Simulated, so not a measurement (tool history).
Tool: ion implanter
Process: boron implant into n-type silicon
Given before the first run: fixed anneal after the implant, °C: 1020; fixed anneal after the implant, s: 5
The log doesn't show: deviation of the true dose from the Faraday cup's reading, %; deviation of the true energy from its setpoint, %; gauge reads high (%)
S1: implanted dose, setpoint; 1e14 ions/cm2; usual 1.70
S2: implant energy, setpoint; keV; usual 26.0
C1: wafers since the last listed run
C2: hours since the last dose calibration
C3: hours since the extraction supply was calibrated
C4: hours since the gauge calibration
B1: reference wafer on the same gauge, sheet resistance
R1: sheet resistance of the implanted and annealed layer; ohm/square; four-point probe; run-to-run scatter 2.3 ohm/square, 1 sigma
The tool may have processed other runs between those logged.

run	hour	S1	S2	C1	C2	C3	C4	B1	R1
1	0.0	1.70	28.0	0	917.3	2243.2	792.8	491.74	576.67
2	41.0	1.70	22.5	641	958.3	2284.2	833.8	492.21	597.30
3	98.7	1.70	22.5	903	1016.0	2341.9	891.5	491.93	593.21
4	133.1	1.70	26.0	538	1050.4	2376.3	925.9	492.10	581.97
5	186.5	1.70	26.0	836	1103.8	2429.7	979.3	492.11	585.19
6	248.9	1.70	26.0	977	1166.2	2492.1	1041.7	492.08	582.38
7	319.9	1.70	26.0	1111	1237.2	2563.1	1112.7	492.42	581.32
8	364.6	1.70	26.0	699	1281.9	2607.8	1157.4	491.90	585.90
9	426.4	1.70	19.5	967	1343.7	2669.6	1219.2	492.04	608.24
10	454.5	1.70	19.5	439	1371.8	2697.7	1247.3	492.21	606.69
11	481.6	2.07	26.0	424	1398.9	2724.8	1274.4	492.19	501.89
12	550.0	2.07	26.0	1070	1467.3	2793.2	1342.8	491.80	503.00
13	596.8	2.07	26.0	732	1514.1	2840.0	1389.6	491.95	500.58
14	659.9	1.70	26.0	987	1577.2	2903.1	1452.7	492.15	582.16
15	704.6	1.70	19.5	699	1621.9	2947.8	1497.4	492.02	614.16
16	792.1	1.48	19.0	1370	1709.4	3035.3	1584.9	492.10	680.33
17	834.7	1.25	23.5	667	1752.0	3077.9	1627.5	491.81	753.01
18	881.2	1.90	18.5	728	1798.5	3124.4	1674.0	491.63	555.52
19	942.3	1.70	17.5	956	1859.6	3185.5	1735.1	492.15	614.14
20	1006.3	1.70	26.0	1002	1923.6	3249.5	1799.1	492.17	584.39
# hour 1067.4: Faraday cup replaced and dose calibrated
21	1067.9	1.88	31.0	839	0.5	3311.1	1860.7	492.00	525.75
# hour 1097.3: gauge calibrated
# hour 1181.1: extraction supply calibrated
22	1219.4	2.02	19.5	2246	152.0	38.3	122.1	491.68	529.58
23	1307.5	1.50	26.0	1379	240.1	126.4	210.2	492.12	645.53
24	1352.0	1.96	21.5	696	284.6	170.9	254.7	492.39	533.55
25	1393.7	1.70	26.0	652	326.3	212.6	296.4	491.87	584.89
26	1434.1	2.18	26.0	632	366.7	253.0	336.8	491.80	481.06
27	1477.5	1.19	31.0	679	410.1	296.4	380.2	491.99	740.67
28	1504.1	1.90	31.0	416	436.7	323.0	406.8	492.02	524.74
29	1554.7	1.88	26.0	792	487.3	373.6	457.4	492.17	541.96

State the hidden condition of the tool at each of the runs:
deviation of the true dose from the Faraday cup's reading, %: 0 across all the runs
deviation of the true energy from its setpoint, %: 0 across all the runs
gauge reads high (%): 0 across all the runs

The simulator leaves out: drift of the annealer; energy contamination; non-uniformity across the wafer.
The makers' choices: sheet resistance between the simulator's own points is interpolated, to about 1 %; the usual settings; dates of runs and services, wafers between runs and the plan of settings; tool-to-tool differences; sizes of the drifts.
